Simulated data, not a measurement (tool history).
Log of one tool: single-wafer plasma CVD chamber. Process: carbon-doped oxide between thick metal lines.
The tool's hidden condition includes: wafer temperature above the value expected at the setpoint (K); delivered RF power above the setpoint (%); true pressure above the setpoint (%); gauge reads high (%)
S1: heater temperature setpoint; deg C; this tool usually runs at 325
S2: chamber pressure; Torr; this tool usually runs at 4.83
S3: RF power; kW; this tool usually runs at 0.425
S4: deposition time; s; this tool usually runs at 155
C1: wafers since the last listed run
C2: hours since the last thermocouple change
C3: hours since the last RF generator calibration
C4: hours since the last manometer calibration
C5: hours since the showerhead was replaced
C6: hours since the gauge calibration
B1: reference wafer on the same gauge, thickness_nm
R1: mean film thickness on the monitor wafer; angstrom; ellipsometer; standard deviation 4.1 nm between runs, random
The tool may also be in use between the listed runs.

run	day	S1	S2	S3	S4	C1	C2	C3	C4	C5	C6	B1	R1
1	0	325	4.83	0.425	155	0	1029.1	0.5	1756.9	7890.7	342.2	762.255	8136.89
2	1.212	325	4.83	0.425	155	381	1058.2	29.6	1786	7919.8	371.3	762.398	8137.57
# day 1.929: showerhead replaced
3	1.988	325	4.83	0.425	155	139	1076.8	48.2	1804.6	1.4	389.9	763.807	8102.92
4	3.217	325	4.83	0.425	155	386	1106.3	77.7	1834.1	30.9	419.4	762.581	8133.15
5	3.812	325	4.37	0.425	155	187	1120.6	92	1848.4	45.2	433.7	762.087	7750.16
6	4.971	325	4.37	0.425	155	364	1148.4	119.8	1876.2	73	461.5	764.175	7883.94
7	5.912	325	4.83	0.425	155	296	1171	142.4	1898.8	95.6	484.1	762.027	8040.31
# day 7.121: thermocouple changed; heater temperature recalibrated
8	7.142	325	4.83	0.425	155	281	0.5	171.9	1928.3	125.1	513.6	761.893	8007.02
9	8.583	325	4.83	0.4	171	453	35.1	206.5	1962.9	159.7	548.2	761.908	8404.21
10	9.712	325	4.83	0.425	155	355	62.2	233.6	1990	186.8	575.3	762.184	7912.29
11	10.4	325	4.83	0.425	155	216	78.7	250.1	2006.5	203.3	591.8	762.72	7922.17
12	11.692	325	4.83	0.465	125	406	109.7	281.1	2037.5	234.3	622.8	762.284	6871.53
13	12.421	325	4.83	0.425	175	229	127.2	298.6	2055	251.8	640.3	761.833	8950.55
14	13.379	325	4.83	0.425	155	301	150.2	321.6	2078	274.8	663.3	763.68	7916.15
# day 14.5: capacitance manometer re-zeroed and calibrated
15	14.521	329	3.7	0.425	155	254	177.6	349	0.5	302.2	690.7	763.693	7287.01
16	15.417	320	4.83	0.425	169	281	199.1	370.5	22	323.7	712.2	763.033	8703.77
17	16.675	339	4.14	0.425	140	396	229.3	400.7	52.2	353.9	742.4	762.257	6509.82
# day 17.496: gauge calibrated
18	17.671	320	4.83	0.425	166	313	253.2	424.6	76.1	377.8	4.2	764.298	8568.04
19	18.933	337	6	0.425	155	397	283.5	454.9	106.4	408.1	34.5	763.219	7839.5
20	20.021	325	4.83	0.425	181	342	309.6	481	132.5	434.2	60.6	763.31	9064.76
21	21.192	325	4.83	0.425	155	368	337.7	509.1	160.6	462.3	88.7	763.467	7821.08
22	21.725	325	4.83	0.425	155	167	350.5	521.9	173.4	475.1	101.5	764.26	7810.24
23	22.779	325	4.06	0.425	129	331	375.8	547.2	198.7	500.4	126.8	764.148	6198.14
24	23.829	311	3.9	0.38	166	330	401	572.4	223.9	525.6	152	761.564	7488.69
25	24.571	325	4.83	0.425	155	233	418.8	590.2	241.7	543.4	169.8	763.614	7695.08
26	25.4	325	5.35	0.49	155	261	438.7	610.1	261.6	563.3	189.7	763.098	8947.25
27	26.808	317	4.83	0.485	155	443	472.5	643.9	295.4	597.1	223.5	762.925	8826.82
28	28.225	325	5.8	0.425	164	445	506.5	677.9	329.4	631.1	257.5	764.099	8426.59

Forecast each of these 4 alternatives for the next run:
A	28.242	325	5.91	0.425	155	5	506.9	678.3	329.8	631.5	257.9	?	?
B	28.242	338	3.66	0.425	155	5	506.9	678.3	329.8	631.5	257.9	?	?
C	28.242	325	4.83	0.425	174	5	506.9	678.3	329.8	631.5	257.9	?	?
D	28.242	325	4.83	0.405	133	5	506.9	678.3	329.8	631.5	257.9	?	?

run	B1	R1
A	764.402	8094.38
B	764.402	6992.62
C	764.402	8714.07
D	764.402	6391.59
With the hidden condition removed and each run's random variation left untouched, the same runs would have given:
run	R1
A	8573.08
B	7406.16
C	9229.42
D	6777.18
